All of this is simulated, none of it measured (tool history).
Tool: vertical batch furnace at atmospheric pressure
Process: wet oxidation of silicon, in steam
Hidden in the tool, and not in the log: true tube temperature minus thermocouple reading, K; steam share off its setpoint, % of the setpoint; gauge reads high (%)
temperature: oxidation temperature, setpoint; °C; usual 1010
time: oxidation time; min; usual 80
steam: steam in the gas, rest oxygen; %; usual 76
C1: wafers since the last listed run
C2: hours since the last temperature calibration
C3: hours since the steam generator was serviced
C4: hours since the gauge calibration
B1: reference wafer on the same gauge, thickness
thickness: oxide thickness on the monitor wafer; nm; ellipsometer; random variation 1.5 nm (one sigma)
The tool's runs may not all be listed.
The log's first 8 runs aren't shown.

{"run": 9, "hour": 399.6, "temperature": 1010, "time": 49, "steam": 76, "C1": 590, "C2": 1719.1, "C3": 1019.1, "C4": 837.7, "B1": 451.14, "thickness": 334.12}
{"run": 10, "hour": 455.1, "temperature": 1010, "time": 71, "steam": 79, "C1": 481, "C2": 1774.6, "C3": 1074.6, "C4": 893.2, "B1": 451.1, "thickness": 438.03}
{"run": 11, "hour": 521.6, "temperature": 1010, "time": 80, "steam": 68, "C1": 576, "C2": 1841.1, "C3": 1141.1, "C4": 959.7, "B1": 451.11, "thickness": 431.06}
{"run": 12, "hour": 561.9, "temperature": 1010, "time": 80, "steam": 68, "C1": 349, "C2": 1881.4, "C3": 1181.4, "C4": 1000, "B1": 451.32, "thickness": 428.79}
{"run": 13, "hour": 592.6, "temperature": 1010, "time": 80, "steam": 83, "C1": 266, "C2": 1912.1, "C3": 1212.1, "C4": 1030.7, "B1": 451.24, "thickness": 493.33}
{"run": 14, "hour": 650.9, "temperature": 1010, "time": 80, "steam": 83, "C1": 505, "C2": 1970.4, "C3": 1270.4, "C4": 1089, "B1": 451.04, "thickness": 491.57}
{"run": 15, "hour": 705.7, "temperature": 1010, "time": 80, "steam": 83, "C1": 475, "C2": 2025.2, "C3": 1325.2, "C4": 1143.8, "B1": 451.07, "thickness": 490.53}
{"run": 16, "hour": 771.6, "temperature": 1010, "time": 80, "steam": 76, "C1": 571, "C2": 2091.1, "C3": 1391.1, "C4": 1209.7, "B1": 451.08, "thickness": 459.86}
{"run": 17, "hour": 839.1, "temperature": 1010, "time": 80, "steam": 76, "C1": 585, "C2": 2158.6, "C3": 1458.6, "C4": 1277.2, "B1": 451.09, "thickness": 462.63}
{"hour": 976.6, "done": "steam generator serviced"}
{"run": 18, "hour": 977.1, "temperature": 1010, "time": 80, "steam": 76, "C1": 988, "C2": 2296.6, "C3": 0.5, "C4": 1415.2, "B1": 451.14, "thickness": 473.69}
{"run": 19, "hour": 1012.4, "temperature": 1019, "time": 80, "steam": 76, "C1": 306, "C2": 2331.9, "C3": 35.8, "C4": 1450.5, "B1": 451, "thickness": 499.42}
{"run": 20, "hour": 1049.8, "temperature": 1010, "time": 104, "steam": 76, "C1": 324, "C2": 2369.3, "C3": 73.2, "C4": 1487.9, "B1": 450.87, "thickness": 558.58}
{"hour": 1101.7, "done": "thermocouples replaced and temperature profile calibrated"}
{"run": 21, "hour": 1102.2, "temperature": 992, "time": 80, "steam": 76, "C1": 246, "C2": 0.5, "C3": 125.6, "C4": 1540.3, "B1": 450.56, "thickness": 403.05}
{"run": 22, "hour": 1151.4, "temperature": 1010, "time": 80, "steam": 67, "C1": 426, "C2": 49.7, "C3": 174.8, "C4": 1589.5, "B1": 451.11, "thickness": 421.67}
{"run": 23, "hour": 1197.0, "temperature": 1018, "time": 46.5, "steam": 76, "C1": 395, "C2": 95.3, "C3": 220.4, "C4": 1635.1, "B1": 451.38, "thickness": 332.26}

Forecast run 24:
{"run": 24, "hour": 1231.7, "temperature": 1010, "time": 107.5, "steam": 69, "C1": 301, "C2": 130, "C3": 255.1, "C4": 1669.8, "B1": "?", "thickness": "?"}

B1: 451.04
thickness: 520.94 nm
Without the tool's hidden state the same run would have given thickness 521.07 nm.
